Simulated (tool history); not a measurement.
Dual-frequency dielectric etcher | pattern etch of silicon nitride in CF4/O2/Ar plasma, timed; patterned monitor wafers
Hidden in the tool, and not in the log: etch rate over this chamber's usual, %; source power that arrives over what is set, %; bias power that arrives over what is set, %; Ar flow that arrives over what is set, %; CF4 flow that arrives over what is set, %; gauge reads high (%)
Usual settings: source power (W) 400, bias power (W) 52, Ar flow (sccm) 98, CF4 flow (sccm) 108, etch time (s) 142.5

run	hour	source power (W)	bias power (W)	Ar flow (sccm)	CF4 flow (sccm)	etch time (s)	wafers since the last listed run	hours since the last wet clean	hours since the last source power generator calibration	hours since the last bias power generator calibration	hours since the last Ar flow controller change	hours since the last CF4 flow controller change	hours since the last upper electrode change	hours since the gauge calibration	read-back reference wafer on the same gauge, depth_nm	mean etch depth across the wafer (angstrom)
1	0.0	400	52	98	108	142.5	0	207.4	78.1	1643.8	4341.7	40.7	4606.2	240.0	225.5	2412
# hour 10.9: Ar flow controller replaced
# hour 35.2: upper electrode replaced
2	35.7	400	52	98	108	142.5	40	243.1	113.8	1679.5	24.8	76.4	0.5	275.7	225.9	2399
3	36.0	400	52	89	108	100.5	2	243.4	114.1	1679.8	25.1	76.7	0.8	276.0	225.9	1714
4	36.4	430	58	83	108	142.5	2	243.8	114.5	1680.2	25.5	77.1	1.2	276.4	226.2	2644
5	36.8	440	55	98	108	142.5	2	244.2	114.9	1680.6	25.9	77.5	1.6	276.8	225.7	2633
6	50.1	320	52	98	108	142.5	95	257.5	128.2	1693.9	39.2	90.8	14.9	290.1	225.6	2075
7	92.9	400	52	98	108	142.5	306	300.3	171.0	1736.7	82.0	133.6	57.7	332.9	226.7	2424
8	109.6	400	52	87	108	142.5	119	317.0	187.7	1753.4	98.7	150.3	74.4	349.6	226.1	2462
9	140.8	440	40	98	108	121.5	223	348.2	218.9	1784.6	129.9	181.5	105.6	380.8	225.7	2115
10	151.7	400	52	104	108	123.5	78	359.1	229.8	1795.5	140.8	192.4	116.5	391.7	226.2	2104
11	159.4	400	56	114	108	162.5	55	366.8	237.5	1803.2	148.5	200.1	124.2	399.4	225.9	2813

Run 12 comes next. What will it give?
# hour 163.2: gauge calibrated
# hour 168.5: bias power generator calibrated
# hour 190.5: wet clean of the chamber
12	191.0	400	52	98	108	142.5	40	0.5	269.1	22.5	180.1	231.7	155.8	27.8	?	?

Run 12 gave read-back reference wafer on the same gauge, depth_nm 226.2, mean etch depth across the wafer (angstrom) 2355.
Without the tool's hidden state the same run would have given mean etch depth across the wafer (angstrom) 2366.
